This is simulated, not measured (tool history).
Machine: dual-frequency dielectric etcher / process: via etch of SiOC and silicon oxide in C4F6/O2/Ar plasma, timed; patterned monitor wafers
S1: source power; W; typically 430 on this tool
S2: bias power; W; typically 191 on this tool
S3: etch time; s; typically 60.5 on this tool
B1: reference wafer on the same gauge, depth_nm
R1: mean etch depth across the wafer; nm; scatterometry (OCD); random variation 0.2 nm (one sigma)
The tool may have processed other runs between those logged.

Run 1, hour 0.0: usual settings; B1 80.0. Result: R1 69.9 nm.
Run 2, hour 8.7: usual settings; B1 80.0. Result: R1 69.8 nm.
Run 3, hour 22.4: usual settings; B1 80.0. Result: R1 69.9 nm.
Run 4, hour 37.2: usual settings; B1 80.0. Result: R1 69.9 nm.
Run 5, hour 51.2: usual settings; B1 80.0. Result: R1 69.9 nm.
Run 6, hour 67.0: usual settings but S2 172 W; B1 80.0. Result: R1 67.6 nm.
At hour 73.8: source power generator calibrated.
Run 7, hour 74.3: usual settings but S2 172 W; B1 80.0. Result: R1 67.6 nm.
At hour 76.8: gauge calibrated.
Run 8, hour 90.8: usual settings; B1 80.1. Result: R1 70.1 nm.
Run 9, hour 100.3: usual settings; B1 79.9. Result: R1 69.9 nm.
At hour 124.9: upper electrode replaced.
At hour 132.9: wet clean of the chamber.
Run 10, hour 133.4: usual settings; B1 80.0. Result: R1 70.4 nm.
Run 11, hour 133.7: usual settings; B1 80.0. Result: R1 69.8 nm.
Run 12, hour 134.0: usual settings but S2 180 W, S3 52.0 s; B1 80.0. Result: R1 58.9 nm.
At hour 154.7: bias power generator calibrated.
Run 13, hour 155.2: usual settings but S1 520 W, S2 159 W, S3 67.5 s; B1 80.0. Result: R1 79.7 nm.
Run 14, hour 159.4: usual settings but S1 380 W; B1 80.0. Result: R1 66.5 nm.
Run 15, hour 172.7: usual settings but S1 390 W, S2 164 W; B1 80.0. Result: R1 64.2 nm.
Run 16, hour 187.9: usual settings but S1 530 W, S3 70.5 s; B1 80.0. Result: R1 88.2 nm.
Run 17, hour 198.7: usual settings; B1 80.0. Result: R1 69.8 nm.
Run 18, hour 215.8: usual settings; B1 79.9. Result: R1 69.7 nm.
Run 19, hour 229.8: usual settings but S1 370 W, S2 145 W, S3 47.0 s; B1 80.0. Result: R1 47.0 nm.
Run 20, hour 239.5: usual settings but S2 227 W, S3 69.5 s; B1 80.0. Result: R1 84.4 nm.
Run 21, hour 245.5: usual settings; B1 80.0. Result: R1 70.0 nm.
Run 22, hour 254.7: usual settings but S3 53.0 s; B1 80.0. Result: R1 61.0 nm.
Run 23, hour 264.3: usual settings but S2 150 W; B1 80.0. Result: R1 65.0 nm.
Run 24, hour 280.5: usual settings; B1 80.0. Result: R1 69.9 nm.
Run 25, hour 298.0: usual settings but S3 46.5 s; B1 80.0. Result: R1 53.6 nm.
Run 26, hour 311.6: usual settings but S1 330 W, S2 207 W; B1 80.0. Result: R1 64.3 nm.
Run 27, hour 329.2: usual settings but S3 76.0 s; B1 80.0. Result: R1 88.2 nm.
Run 28, hour 339.1: usual settings but S1 330 W, S2 231 W, S3 44.5 s; B1 80.0. Result: R1 49.4 nm.
Run 29, hour 352.7: usual settings but S2 148 W, S3 74.5 s; B1 80.0. Result: R1 79.5 nm.

Consider 5 possible next runs. They are alternatives, not a sequence: every one starts from the tool as it was left by run 29. What does each give?
Run A, hour 353.1: usual settings; B1 ?. Result: R1 ?.
Run B, hour 353.1: usual settings but S1 470 W, S3 75.0 s; B1 ?. Result: R1 ?.
Run C, hour 353.1: usual settings but S1 350 W; B1 ?. Result: R1 ?.
Run D, hour 353.1: usual settings but S1 390 W, S2 158 W, S3 50.0 s; B1 ?. Result: R1 ?.
Run E, hour 353.1: usual settings but S1 380 W, S3 51.0 s; B1 ?. Result: R1 ?.

run    B1    R1
  A  80.0  69.8
  B  80.0  89.6
  C  80.0  64.4
  D  80.0  52.3
  E  80.0  56.1
With no hidden state in the tool, these same runs would have given:
run    R1
  A  69.8
  B  89.6
  C  64.4
  D  52.3
  E  56.1
